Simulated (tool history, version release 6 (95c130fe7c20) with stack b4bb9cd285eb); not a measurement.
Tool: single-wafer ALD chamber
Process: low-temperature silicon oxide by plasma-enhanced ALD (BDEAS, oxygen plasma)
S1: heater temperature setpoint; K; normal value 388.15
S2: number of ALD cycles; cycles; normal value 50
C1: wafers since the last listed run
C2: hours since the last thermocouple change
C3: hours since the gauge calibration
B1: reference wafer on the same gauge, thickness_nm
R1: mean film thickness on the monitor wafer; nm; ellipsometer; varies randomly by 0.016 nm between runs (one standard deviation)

run 1 hour=0 | S1=388.15 S2=50 | C1=0 C2=1897.1 C3=1481.2 | B1=7.473 | R1=6.403
run 2 hour=24.1 | S1=388.15 S2=50 | C1=166 C2=1921.2 C3=1505.3 | B1=7.474 | R1=6.415
run 3 hour=51.9 | S1=388.15 S2=50 | C1=191 C2=1949 C3=1533.1 | B1=7.468 | R1=6.388
run 4 hour=97.2 | S1=379.15 S2=50 | C1=312 C2=1994.3 C3=1578.4 | B1=7.469 | R1=6.521
run 5 hour=150.3 | S1=379.15 S2=50 | C1=365 C2=2047.4 C3=1631.5 | B1=7.468 | R1=6.517
run 6 hour=185.4 | S1=379.15 S2=50 | C1=241 C2=2082.5 C3=1666.6 | B1=7.467 | R1=6.51
run 7 hour=255.1 | S1=400.15 S2=50 | C1=480 C2=2152.2 C3=1736.3 | B1=7.47 | R1=6.292
run 8 hour=314.1 | S1=400.15 S2=50 | C1=406 C2=2211.2 C3=1795.3 | B1=7.476 | R1=6.29
run 9 hour=376.8 | S1=388.15 S2=50 | C1=431 C2=2273.9 C3=1858 | B1=7.468 | R1=6.413
run 10 hour=426.5 | S1=388.15 S2=50 | C1=342 C2=2323.6 C3=1907.7 | B1=7.475 | R1=6.368
run 11 hour=473.7 | S1=388.15 S2=50 | C1=325 C2=2370.8 C3=1954.9 | B1=7.461 | R1=6.405
run 12 hour=531.6 | S1=388.15 S2=50 | C1=398 C2=2428.7 C3=2012.8 | B1=7.467 | R1=6.404
run 13 hour=591.6 | S1=388.15 S2=50 | C1=413 C2=2488.7 C3=2072.8 | B1=7.469 | R1=6.367
run 14 hour=649.4 | S1=388.15 S2=50 | C1=398 C2=2546.5 C3=2130.6 | B1=7.467 | R1=6.41
run 15 hour=688.4 | S1=388.15 S2=50 | C1=268 C2=2585.5 C3=2169.6 | B1=7.464 | R1=6.41
run 16 hour=753.1 | S1=388.15 S2=50 | C1=445 C2=2650.2 C3=2234.3 | B1=7.468 | R1=6.41
run 17 hour=817.9 | S1=388.15 S2=50 | C1=446 C2=2715 C3=2299.1 | B1=7.466 | R1=6.408
-- hour=836.9 thermocouple changed; heater temperature recalibrated
run 18 hour=887.8 | S1=388.15 S2=50 | C1=426 C2=50.9 C3=2369 | B1=7.466 | R1=6.459
run 19 hour=934.3 | S1=388.15 S2=50 | C1=320 C2=97.4 C3=2415.5 | B1=7.473 | R1=6.45
run 20 hour=962.7 | S1=388.15 S2=50 | C1=195 C2=125.8 C3=2443.9 | B1=7.462 | R1=6.433
run 21 hour=990.3 | S1=388.15 S2=47 | C1=190 C2=153.4 C3=2471.5 | B1=7.471 | R1=6.095
run 22 hour=1051.2 | S1=388.15 S2=50 | C1=419 C2=214.3 C3=2532.4 | B1=7.464 | R1=6.451
run 23 hour=1110.2 | S1=388.15 S2=50 | C1=406 C2=273.3 C3=2591.4 | B1=7.476 | R1=6.449
-- hour=1135.6 gauge calibrated
run 24 hour=1138.3 | S1=383.15 S2=45 | C1=193 C2=301.4 C3=2.7 | B1=7.47 | R1=5.851
run 25 hour=1191.5 | S1=388.15 S2=55 | C1=366 C2=354.6 C3=55.9 | B1=7.468 | R1=7.106
run 26 hour=1240.9 | S1=388.15 S2=57 | C1=340 C2=404 C3=105.3 | B1=7.47 | R1=7.321
run 27 hour=1311.7 | S1=397.15 S2=41 | C1=487 C2=474.8 C3=176.1 | B1=7.471 | R1=5.162
run 28 hour=1382.8 | S1=388.15 S2=58 | C1=489 C2=545.9 C3=247.2 | B1=7.468 | R1=7.48
run 29 hour=1439.3 | S1=388.15 S2=54 | C1=389 C2=602.4 C3=303.7 | B1=7.472 | R1=6.935
run 30 hour=1465.1 | S1=377.15 S2=46 | C1=177 C2=628.2 C3=329.5 | B1=7.467 | R1=6.04
run 31 hour=1500.9 | S1=388.15 S2=50 | C1=246 C2=664 C3=365.3 | B1=7.476 | R1=6.417
run 32 hour=1635.3 | S1=398.15 S2=54 | C1=925 C2=798.4 C3=499.7 | B1=7.471 | R1=6.786
run 33 hour=1694.9 | S1=388.15 S2=59 | C1=410 C2=858 C3=559.3 | B1=7.478 | R1=7.565
run 34 hour=1732.6 | S1=382.15 S2=50 | C1=259 C2=895.7 C3=597 | B1=7.46 | R1=6.474
run 35 hour=1761 | S1=376.15 S2=60 | C1=195 C2=924.1 C3=625.4 | B1=7.474 | R1=7.86
run 36 hour=1832.1 | S1=374.15 S2=47 | C1=489 C2=995.2 C3=696.5 | B1=7.477 | R1=6.19
run 37 hour=1901.2 | S1=379.15 S2=46 | C1=476 C2=1064.3 C3=765.6 | B1=7.469 | R1=5.996
run 38 hour=1926.8 | S1=388.15 S2=50 | C1=176 C2=1089.9 C3=791.2 | B1=7.467 | R1=6.382
run 39 hour=1967.7 | S1=376.15 S2=50 | C1=281 C2=1130.8 C3=832.1 | B1=7.472 | R1=6.544
run 40 hour=2137 | S1=388.15 S2=50 | C1=1166 C2=1300.1 C3=1001.4 | B1=7.473 | R1=6.428
run 41 hour=2190.2 | S1=402.15 S2=59 | C1=366 C2=1353.3 C3=1054.6 | B1=7.468 | R1=7.372
run 42 hour=2250.3 | S1=376.15 S2=54 | C1=414 C2=1413.4 C3=1114.7 | B1=7.466 | R1=7.08
run 43 hour=2287.8 | S1=388.15 S2=50 | C1=258 C2=1450.9 C3=1152.2 | B1=7.47 | R1=6.407

List, for all runs, the conditions of the tool that the log does not record:
gauge reads high (%): 0 across all the runs
H1: wafer temperature above the value expected at the setpoint (K)
run=1 H1=4.94
run=2 H1=4.96
run=3 H1=4.98
run=4 H1=5.02
run=5 H1=5.06
run=6 H1=5.08
run=7 H1=5.13
run=8 H1=5.16
run=9 H1=5.2
run=10 H1=5.22
run=11 H1=5.25
run=12 H1=5.27
run=13 H1=5.3
run=14 H1=5.32
run=15 H1=5.34
run=16 H1=5.36
run=17 H1=5.39
run=18 H1=0.327
run=19 H1=0.633
run=20 H1=0.812
run=21 H1=0.98
run=22 H1=1.33
run=23 H1=1.65
run=24 H1=1.8
run=25 H1=2.06
run=26 H1=2.29
run=27 H1=2.6
run=28 H1=2.88
run=29 H1=3.09
run=30 H1=3.19
run=31 H1=3.31
run=32 H1=3.73
run=33 H1=3.9
run=34 H1=4
run=35 H1=4.07
run=36 H1=4.24
run=37 H1=4.39
run=38 H1=4.45
run=39 H1=4.53
run=40 H1=4.84
run=41 H1=4.92
run=42 H1=5.01
run=43 H1=5.06

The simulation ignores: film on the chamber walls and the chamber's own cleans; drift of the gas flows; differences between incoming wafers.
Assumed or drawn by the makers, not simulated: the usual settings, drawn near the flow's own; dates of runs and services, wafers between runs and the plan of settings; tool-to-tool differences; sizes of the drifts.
